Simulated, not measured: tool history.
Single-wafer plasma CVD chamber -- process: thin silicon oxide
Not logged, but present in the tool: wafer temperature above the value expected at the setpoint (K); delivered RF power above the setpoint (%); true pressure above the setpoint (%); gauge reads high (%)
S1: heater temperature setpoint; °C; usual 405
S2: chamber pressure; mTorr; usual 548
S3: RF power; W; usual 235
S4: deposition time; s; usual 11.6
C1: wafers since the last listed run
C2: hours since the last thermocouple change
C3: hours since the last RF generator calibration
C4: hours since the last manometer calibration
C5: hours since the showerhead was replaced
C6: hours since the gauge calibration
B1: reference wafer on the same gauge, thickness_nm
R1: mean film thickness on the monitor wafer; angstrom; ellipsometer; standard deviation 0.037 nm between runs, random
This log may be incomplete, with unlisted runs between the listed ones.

Run 1, hour 0: usual settings but S3 255 W; C1 0; C2 2665.3; C3 1637.3; C4 2392.1; C5 2025.5; C6 389.2; B1 11.897. Result: R1 135.12 angstrom.
Run 2, hour 30.7: usual settings but S3 255 W; C1 689; C2 2696; C3 1668; C4 2422.8; C5 2056.2; C6 419.9; B1 11.892. Result: R1 135.57 angstrom.
Run 3, hour 56.5: usual settings but S3 255 W; C1 579; C2 2721.8; C3 1693.8; C4 2448.6; C5 2082; C6 445.7; B1 11.901. Result: R1 134.99 angstrom.
Run 4, hour 82.2: usual settings but S2 578 mTorr; C1 577; C2 2747.5; C3 1719.5; C4 2474.3; C5 2107.7; C6 471.4; B1 11.902. Result: R1 137.94 angstrom.
Run 5, hour 105.2: usual settings but S2 578 mTorr; C1 516; C2 2770.5; C3 1742.5; C4 2497.3; C5 2130.7; C6 494.4; B1 11.909. Result: R1 138.21 angstrom.
Run 6, hour 119.5: usual settings but S2 578 mTorr; C1 321; C2 2784.8; C3 1756.8; C4 2511.6; C5 2145; C6 508.7; B1 11.888. Result: R1 137.69 angstrom.
Run 7, hour 202.1: usual settings but S1 411 °C; C1 1854; C2 2867.4; C3 1839.4; C4 2594.2; C5 2227.6; C6 591.3; B1 11.906. Result: R1 131.11 angstrom.
Run 8, hour 236.1: usual settings but S1 411 °C; C1 763; C2 2901.4; C3 1873.4; C4 2628.2; C5 2261.6; C6 625.3; B1 11.911. Result: R1 131.44 angstrom.
Run 9, hour 270.1: usual settings; C1 763; C2 2935.4; C3 1907.4; C4 2662.2; C5 2295.6; C6 659.3; B1 11.92. Result: R1 131.93 angstrom.
Run 10, hour 293.6: usual settings; C1 527; C2 2958.9; C3 1930.9; C4 2685.7; C5 2319.1; C6 682.8; B1 11.905. Result: R1 132.75 angstrom.
At hour 315.4: showerhead replaced.
Run 11, hour 315.9: usual settings; C1 321; C2 2981.2; C3 1953.2; C4 2708; C5 0.5; C6 705.1; B1 11.902. Result: R1 132.7 angstrom.
Run 12, hour 333.4: usual settings but S1 413 °C; C1 392; C2 2998.7; C3 1970.7; C4 2725.5; C5 18; C6 722.6; B1 11.922. Result: R1 131.49 angstrom.
At hour 403.1: thermocouple changed; heater temperature recalibrated.
Run 13, hour 424.9: usual settings; C1 1874; C2 21.8; C3 2062.2; C4 2817; C5 109.5; C6 814.1; B1 11.907. Result: R1 133.32 angstrom.
At hour 441.8: RF generator calibrated.
Run 14, hour 450: usual settings; C1 383; C2 46.9; C3 8.2; C4 2842.1; C5 134.6; C6 839.2; B1 11.908. Result: R1 138.08 angstrom.
Run 15, hour 473.7: usual settings; C1 532; C2 70.6; C3 31.9; C4 2865.8; C5 158.3; C6 862.9; B1 11.897. Result: R1 137.86 angstrom.
Run 16, hour 485.8: usual settings but S1 394 °C, S4 13.8 s; C1 271; C2 82.7; C3 44; C4 2877.9; C5 170.4; C6 875; B1 11.904. Result: R1 166.29 angstrom.
Run 17, hour 514.3: usual settings but S1 414 °C, S3 260 W, S4 12.4 s; C1 639; C2 111.2; C3 72.5; C4 2906.4; C5 198.9; C6 903.5; B1 11.914. Result: R1 152.75 angstrom.
Run 18, hour 532.9: usual settings but S1 394 °C; C1 417; C2 129.8; C3 91.1; C4 2925; C5 217.5; C6 922.1; B1 11.903. Result: R1 139.99 angstrom.
At hour 573.4: capacitance manometer re-zeroed and calibrated.
Run 19, hour 588.6: usual settings but S1 392 °C, S2 443 mTorr, S3 215 W; C1 1071; C2 185.5; C3 146.8; C4 15.2; C5 273.2; C6 977.8; B1 11.899. Result: R1 100.81 angstrom.
Run 20, hour 602: usual settings but S1 415 °C, S2 467 mTorr; C1 300; C2 198.9; C3 160.2; C4 28.6; C5 286.6; C6 991.2; B1 11.914. Result: R1 109.03 angstrom.
Run 21, hour 623.1: usual settings but S1 413 °C, S2 659 mTorr, S3 210 W, S4 10.3 s; C1 473; C2 220; C3 181.3; C4 49.7; C5 307.7; C6 1012.3; B1 11.909. Result: R1 130.62 angstrom.
Run 22, hour 640: usual settings but S1 418 °C, S4 13.3 s; C1 379; C2 236.9; C3 198.2; C4 66.6; C5 324.6; C6 1029.2; B1 11.892. Result: R1 145.91 angstrom.
At hour 645.6: gauge calibrated.
Run 23, hour 675.6: usual settings but S4 13.1 s; C1 799; C2 272.5; C3 233.8; C4 102.2; C5 360.2; C6 30; B1 11.905. Result: R1 144.39 angstrom.
Run 24, hour 705.8: usual settings but S4 12.6 s; C1 678; C2 302.7; C3 264; C4 132.4; C5 390.4; C6 60.2; B1 11.896. Result: R1 138.86 angstrom.
Run 25, hour 724.6: usual settings but S1 413 °C, S2 657 mTorr, S3 215 W, S4 10.2 s; C1 422; C2 321.5; C3 282.8; C4 151.2; C5 409.2; C6 79; B1 11.909. Result: R1 129.12 angstrom.
Run 26, hour 738: usual settings; C1 300; C2 334.9; C3 296.2; C4 164.6; C5 422.6; C6 92.4; B1 11.902. Result: R1 128.26 angstrom.
Run 27, hour 765.4: usual settings; C1 615; C2 362.3; C3 323.6; C4 192; C5 450; C6 119.8; B1 11.899. Result: R1 127.63 angstrom.
Run 28, hour 859.3: usual settings but S3 280 W; C1 2108; C2 456.2; C3 417.5; C4 285.9; C5 543.9; C6 213.7; B1 11.911. Result: R1 137.05 angstrom.

What if the next run were any one of these 5? Each begins from the tool's condition after run 28:
Run A, hour 859.7: usual settings; C1 8; C2 456.6; C3 417.9; C4 286.3; C5 544.3; C6 214.1; B1 ?. Result: R1 ?.
Run B, hour 859.7: usual settings but S4 13.4 s; C1 8; C2 456.6; C3 417.9; C4 286.3; C5 544.3; C6 214.1; B1 ?. Result: R1 ?.
Run C, hour 859.7: usual settings but S1 391 °C, S4 10.1 s; C1 8; C2 456.6; C3 417.9; C4 286.3; C5 544.3; C6 214.1; B1 ?. Result: R1 ?.
Run D, hour 859.7: usual settings but S1 394 °C, S4 13.6 s; C1 8; C2 456.6; C3 417.9; C4 286.3; C5 544.3; C6 214.1; B1 ?. Result: R1 ?.
Run E, hour 859.7: usual settings but S2 610 mTorr, S3 255 W; C1 8; C2 456.6; C3 417.9; C4 286.3; C5 544.3; C6 214.1; B1 ?. Result: R1 ?.

run      B1      R1
  A  11.899   127.1
  B  11.899  146.75
  C  11.899   111.7
  D  11.899  149.98
  E  11.899  145.96
With no hidden state in the tool, these same runs would have given:
run      R1
  A  128.72
  B  148.62
  C  113.12
  D  151.89
  E  147.81
